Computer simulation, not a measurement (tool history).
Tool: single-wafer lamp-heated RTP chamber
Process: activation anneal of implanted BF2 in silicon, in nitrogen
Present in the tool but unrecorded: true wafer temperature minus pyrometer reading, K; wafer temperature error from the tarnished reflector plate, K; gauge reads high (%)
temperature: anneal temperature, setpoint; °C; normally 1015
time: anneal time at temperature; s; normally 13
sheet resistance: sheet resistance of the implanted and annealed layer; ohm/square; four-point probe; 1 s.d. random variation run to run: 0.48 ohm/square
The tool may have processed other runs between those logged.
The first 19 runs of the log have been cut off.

run    hour  temperature  time  wafers since the last listed run  wafers since the last pyrometer calibration  wafers since the reflector plate was cleaned  hours since the gauge calibration  read-back reference wafer on the same gauge, sheet resistance  sheet resistance
 20   485.8         1024     7                               740                                         2920                                           971                              801.6                                                         277.95            317.89
      499.1  -- pyrometer window cleaned and pyrometer calibrated
 21   510.2         1015    13                               249                                          168                                          1221                                826                                                            278             316.9
 22   528.6         1015    13                               280                                          449                                          1501                              844.4                                                         277.92            318.06
 23   555.8         1015    13                               414                                          863                                          1915                              871.6                                                         277.92             317.6
 24   585.6         1032    15                               453                                         1317                                          2369                              901.4                                                            278            315.71
 25   619.1         1015    13                               510                                         1827                                          2879                              934.9                                                         277.98            317.69
      631.5  -- gauge calibrated
 26     635          996    18                               242                                         2069                                          3121                                3.5                                                         277.95            318.55
 27   647.8         1024    13                               194                                         2264                                          3316                               16.3                                                         278.06            316.53
 28   667.5         1015    13                               299                                         2564                                          3616                                 36                                                          278.1             317.5
 29   686.9         1015    13                               295                                         2859                                          3911                               55.4                                                         277.97            317.51
 30   715.3         1005     9                               432                                         3291                                          4344                               83.8                                                         277.98            318.94
      723.6  -- pyrometer window cleaned and pyrometer calibrated
 31   807.2          985     8                              1277                                         1272                                          5621                              175.7                                                         278.03            325.24
 32   858.4         1003    20                               779                                         2052                                          6401                              226.9                                                            278             317.5
 33   872.7         1024    13                               217                                         2270                                          6618                              241.2                                                         277.96            316.94
 34   896.8         1035    13                               366                                         2637                                          6985                              265.3                                                         277.92            315.71
      913.2  -- pyrometer window cleaned and pyrometer calibrated
 35   931.2         1043     5                               401                                          273                                          7387                              299.7                                                          277.9            318.26
 36   953.2         1034     6                               334                                          608                                          7722                              321.7                                                         278.02            318.94
 37   988.9         1040    13                               543                                         1151                                          8266                              357.4                                                         278.06            315.63
 38  1013.6         1033    17                               376                                         1528                                          8642                              382.1                                                         278.03            315.84

Alternative continuations, all from the tool just after run 38; predict every row:
  A  1014         1015    13                                 6                                         1534                                          8648                              382.5                                                              ?                 ?
  B  1014         1035     5                                 6                                         1534                                          8648                              382.5                                                              ?                 ?
  C  1014         1015    19                                 6                                         1534                                          8648                              382.5                                                              ?                 ?

run  read-back reference wafer on the same gauge, sheet resistance  sheet resistance
  A                                                         278.03            317.47
  B                                                         278.03            318.97
  C                                                         278.03            316.16
Stripped of hidden state, with their random variation kept, the same runs would have yielded:
run  sheet resistance
  A            317.47
  B            318.97
  C            316.16

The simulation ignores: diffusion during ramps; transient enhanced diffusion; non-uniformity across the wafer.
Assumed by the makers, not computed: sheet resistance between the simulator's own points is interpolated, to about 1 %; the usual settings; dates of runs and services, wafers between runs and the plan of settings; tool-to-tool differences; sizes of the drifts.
